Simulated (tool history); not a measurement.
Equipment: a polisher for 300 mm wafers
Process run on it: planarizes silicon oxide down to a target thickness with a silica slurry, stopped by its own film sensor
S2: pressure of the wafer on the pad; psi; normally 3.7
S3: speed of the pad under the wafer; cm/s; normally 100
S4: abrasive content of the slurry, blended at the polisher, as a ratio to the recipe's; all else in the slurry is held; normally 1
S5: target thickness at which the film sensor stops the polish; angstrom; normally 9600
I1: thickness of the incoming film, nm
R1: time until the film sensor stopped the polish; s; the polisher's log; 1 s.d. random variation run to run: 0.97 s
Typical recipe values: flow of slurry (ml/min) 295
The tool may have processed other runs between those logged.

{"run": 1, "day": 0.0, "flow of slurry (ml/min)": 295, "S2": 3.7, "S3": 100, "S4": 1, "S5": 9010, "I1": 1218.2, "R1": 120.2}
{"day": 0.988, "done": "conditioning disc replaced and pad reconditioned"}
{"run": 2, "day": 1.9, "flow of slurry (ml/min)": 295, "S2": 3.7, "S3": 100, "S4": 1, "S5": 9010, "I1": 1213.7, "R1": 118.8}
{"run": 3, "day": 4.429, "flow of slurry (ml/min)": 295, "S2": 3.7, "S3": 100, "S4": 1, "S5": 9010, "I1": 1250.3, "R1": 140}
{"run": 4, "day": 6.896, "flow of slurry (ml/min)": 295, "S2": 3.7, "S3": 100, "S4": 1, "S5": 9600, "I1": 1236.2, "R1": 112.2}
{"day": 7.496, "done": "worn pad replaced by a new one"}
{"run": 5, "day": 8.812, "flow of slurry (ml/min)": 295, "S2": 3.7, "S3": 122, "S4": 1, "S5": 9600, "I1": 1247.4, "R1": 94.2}
{"day": 9.433, "done": "slurry nozzle cleaned"}
{"day": 10.125, "done": "slurry blender recalibrated"}
{"run": 6, "day": 11.108, "flow of slurry (ml/min)": 295, "S2": 3.7, "S3": 122, "S4": 1, "S5": 9600, "I1": 1243.9, "R1": 85.3}
{"run": 7, "day": 13.671, "flow of slurry (ml/min)": 295, "S2": 3.7, "S3": 122, "S4": 1, "S5": 9600, "I1": 1231.6, "R1": 87.4}
{"run": 8, "day": 15.504, "flow of slurry (ml/min)": 295, "S2": 3.7, "S3": 100, "S4": 1, "S5": 9600, "I1": 1234.8, "R1": 105.3}
{"run": 9, "day": 17.508, "flow of slurry (ml/min)": 270, "S2": 3.7, "S3": 100, "S4": 1, "S5": 9600, "I1": 1219.9, "R1": 100.8}
{"day": 19.112, "done": "conditioning disc replaced and pad reconditioned"}
{"run": 10, "day": 20.254, "flow of slurry (ml/min)": 270, "S2": 3.7, "S3": 100, "S4": 1, "S5": 9600, "I1": 1219.8, "R1": 104.8}
{"run": 11, "day": 21.862, "flow of slurry (ml/min)": 295, "S2": 3.3, "S3": 114, "S4": 0.7, "S5": 10370, "I1": 1227.9, "R1": 90.2}
{"day": 22.296, "done": "worn pad replaced by a new one"}
{"run": 12, "day": 23.992, "flow of slurry (ml/min)": 295, "S2": 3.7, "S3": 72, "S4": 1.1, "S5": 9600, "I1": 1254.2, "R1": 140}
{"day": 24.683, "done": "head pressure recalibrated"}
{"day": 26.117, "done": "slurry blender recalibrated"}
{"run": 13, "day": 26.554, "flow of slurry (ml/min)": 360, "S2": 3.7, "S3": 70, "S4": 1, "S5": 8870, "I1": 1223.1, "R1": 156}
{"run": 14, "day": 28.108, "flow of slurry (ml/min)": 295, "S2": 3.2, "S3": 100, "S4": 1, "S5": 9600, "I1": 1223.9, "R1": 112.1}
{"run": 15, "day": 30.292, "flow of slurry (ml/min)": 295, "S2": 4.7, "S3": 100, "S4": 1, "S5": 9600, "I1": 1217.8, "R1": 75.6}
{"run": 16, "day": 31.554, "flow of slurry (ml/min)": 255, "S2": 3.3, "S3": 136, "S4": 1, "S5": 9320, "I1": 1225.9, "R1": 98.7}
{"run": 17, "day": 33.246, "flow of slurry (ml/min)": 295, "S2": 4.6, "S3": 128, "S4": 1.15, "S5": 10380, "I1": 1229.6, "R1": 46.4}
{"run": 18, "day": 35.462, "flow of slurry (ml/min)": 395, "S2": 3.7, "S3": 128, "S4": 1, "S5": 9600, "I1": 1216.9, "R1": 84.1}
{"day": 36.283, "done": "worn pad replaced by a new one"}
{"run": 19, "day": 36.55, "flow of slurry (ml/min)": 295, "S2": 3.7, "S3": 100, "S4": 1, "S5": 9600, "I1": 1237.4, "R1": 103.2}
{"day": 37.529, "done": "slurry nozzle cleaned"}
{"run": 20, "day": 38.817, "flow of slurry (ml/min)": 295, "S2": 3.7, "S3": 100, "S4": 1, "S5": 10270, "I1": 1235.4, "R1": 79.5}
{"day": 39.042, "done": "conditioning disc replaced and pad reconditioned"}
{"run": 21, "day": 40.954, "flow of slurry (ml/min)": 270, "S2": 3.7, "S3": 100, "S4": 1, "S5": 9600, "I1": 1214.1, "R1": 99.2}
{"run": 22, "day": 42.783, "flow of slurry (ml/min)": 295, "S2": 3.7, "S3": 82, "S4": 1, "S5": 9600, "I1": 1241.3, "R1": 127.9}
{"run": 23, "day": 45.2, "flow of slurry (ml/min)": 295, "S2": 3, "S3": 86, "S4": 1, "S5": 9300, "I1": 1232.2, "R1": 168.3}
{"day": 45.85, "done": "slurry blender recalibrated"}
{"run": 24, "day": 47.204, "flow of slurry (ml/min)": 295, "S2": 3.7, "S3": 70, "S4": 1.2, "S5": 9600, "I1": 1227.4, "R1": 123.2}
{"day": 49.225, "done": "worn pad replaced by a new one"}
{"run": 25, "day": 52.708, "flow of slurry (ml/min)": 295, "S2": 3.7, "S3": 100, "S4": 1, "S5": 9600, "I1": 1227, "R1": 98.7}
{"run": 26, "day": 54.05, "flow of slurry (ml/min)": 295, "S2": 3.7, "S3": 120, "S4": 1, "S5": 9600, "I1": 1227.4, "R1": 87.7}

How would selected steps in R1 from run to run divide? Give the signed amount a tool lacking its hidden state would still show from settings, what came in and random variation, and the signed amount left for the hidden state, including any gauge scatter that is not in both of the compared results.
Unlogged tool condition in this case: removal rate lost through wear of the pad, %; slurry flow missing at the pad, %; deviation of the head's pressure from its setpoint, %; abrasive missing from the slurry, %; time polished since the conditioner stopped cutting, s.
Run 11 -> 12: S2 3.3 -> 3.7, S3 114 -> 72, S4 0.7 -> 1.1, S5 10370 -> 9600, worn pad replaced by a new one. R1 +49.8 s: hidden state -0.7, all else +50.5.
Run 12 -> 13: flow of slurry (ml/min) 295 -> 360, S3 72 -> 70, S4 1.1 -> 1, S5 9600 -> 8870, head pressure recalibrated, slurry blender recalibrated. R1 +16 s: hidden state -8.7, all else +24.7.
Run 16 -> 17: flow of slurry (ml/min) 255 -> 295, S2 3.3 -> 4.6, S3 136 -> 128, S4 1 -> 1.15, S5 9320 -> 10380. R1 -52.3 s: hidden state -5.4, all else -46.9.
Run 23 -> 24: S2 3 -> 3.7, S3 86 -> 70, S4 1 -> 1.2, S5 9300 -> 9600, slurry blender recalibrated. R1 -45.1 s: hidden state -15.3, all else -29.8.
